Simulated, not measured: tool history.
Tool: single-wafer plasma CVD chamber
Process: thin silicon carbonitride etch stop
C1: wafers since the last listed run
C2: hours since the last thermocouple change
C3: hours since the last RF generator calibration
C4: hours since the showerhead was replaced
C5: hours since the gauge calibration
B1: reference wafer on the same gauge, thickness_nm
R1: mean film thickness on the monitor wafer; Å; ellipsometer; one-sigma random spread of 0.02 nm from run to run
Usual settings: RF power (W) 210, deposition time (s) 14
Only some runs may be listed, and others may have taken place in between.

run 1 hour=0 | RF_power_(W)=210 deposition_time_(s)=14 | C1=0 C2=1046.8 C3=832.6 C4=4107.2 C5=160.6 | B1=8.007 | R1=86.39
run 2 hour=30.5 | RF_power_(W)=210 deposition_time_(s)=14 | C1=646 C2=1077.3 C3=863.1 C4=4137.7 C5=191.1 | B1=8.009 | R1=86.56
run 3 hour=63.9 | RF_power_(W)=210 deposition_time_(s)=14 | C1=708 C2=1110.7 C3=896.5 C4=4171.1 C5=224.5 | B1=8.004 | R1=86.23
run 4 hour=78.7 | RF_power_(W)=210 deposition_time_(s)=14 | C1=313 C2=1125.5 C3=911.3 C4=4185.9 C5=239.3 | B1=8.006 | R1=86.1
run 5 hour=111.3 | RF_power_(W)=210 deposition_time_(s)=14 | C1=691 C2=1158.1 C3=943.9 C4=4218.5 C5=271.9 | B1=8.012 | R1=86.08
-- hour=128.7 gauge calibrated
run 6 hour=142.2 | RF_power_(W)=220 deposition_time_(s)=14 | C1=655 C2=1189 C3=974.8 C4=4249.4 C5=13.5 | B1=8.009 | R1=87.7
run 7 hour=166 | RF_power_(W)=220 deposition_time_(s)=14 | C1=504 C2=1212.8 C3=998.6 C4=4273.2 C5=37.3 | B1=8.009 | R1=87.98
-- hour=190.2 showerhead replaced
run 8 hour=194.5 | RF_power_(W)=195 deposition_time_(s)=14 | C1=434 C2=1241.3 C3=1027.1 C4=4.3 C5=65.8 | B1=8.003 | R1=82.85
-- hour=209.1 thermocouple changed; heater temperature recalibrated
run 9 hour=218.7 | RF_power_(W)=175 deposition_time_(s)=14.9 | C1=343 C2=9.6 C3=1051.3 C4=28.5 C5=90 | B1=8.015 | R1=83.31
run 10 hour=252.2 | RF_power_(W)=210 deposition_time_(s)=15.3 | C1=710 C2=43.1 C3=1084.8 C4=62 C5=123.5 | B1=8.014 | R1=93.51
run 11 hour=282.4 | RF_power_(W)=210 deposition_time_(s)=14 | C1=640 C2=73.3 C3=1115 C4=92.2 C5=153.7 | B1=8.012 | R1=85.18
-- hour=303.8 RF generator calibrated
run 12 hour=304.3 | RF_power_(W)=235 deposition_time_(s)=12.9 | C1=294 C2=95.2 C3=0.5 C4=114.1 C5=175.6 | B1=8.008 | R1=85.06
run 13 hour=309.2 | RF_power_(W)=210 deposition_time_(s)=14 | C1=103 C2=100.1 C3=5.4 C4=119 C5=180.5 | B1=8.013 | R1=88.25
-- hour=361.8 gauge calibrated
run 14 hour=380.3 | RF_power_(W)=210 deposition_time_(s)=14 | C1=1507 C2=171.2 C3=76.5 C4=190.1 C5=18.5 | B1=8.009 | R1=88.21

Forecast each of these 3 alternatives for the next run:
run A hour=380.7 | RF_power_(W)=210 deposition_time_(s)=11.4 | C1=8 C2=171.6 C3=76.9 C4=190.5 C5=18.9 | B1=? | R1=?
run B hour=380.7 | RF_power_(W)=210 deposition_time_(s)=11.3 | C1=8 C2=171.6 C3=76.9 C4=190.5 C5=18.9 | B1=? | R1=?
run C hour=380.7 | RF_power_(W)=210 deposition_time_(s)=15.8 | C1=8 C2=171.6 C3=76.9 C4=190.5 C5=18.9 | B1=? | R1=?

run=A B1=8.014 R1=71.42
run=B B1=8.014 R1=70.8
run=C B1=8.014 R1=98.99
The same runs, with their run-to-run variation unchanged, on a tool lacking any hidden condition would have given:
run=A R1=71.47
run=B R1=70.84
run=C R1=99.06

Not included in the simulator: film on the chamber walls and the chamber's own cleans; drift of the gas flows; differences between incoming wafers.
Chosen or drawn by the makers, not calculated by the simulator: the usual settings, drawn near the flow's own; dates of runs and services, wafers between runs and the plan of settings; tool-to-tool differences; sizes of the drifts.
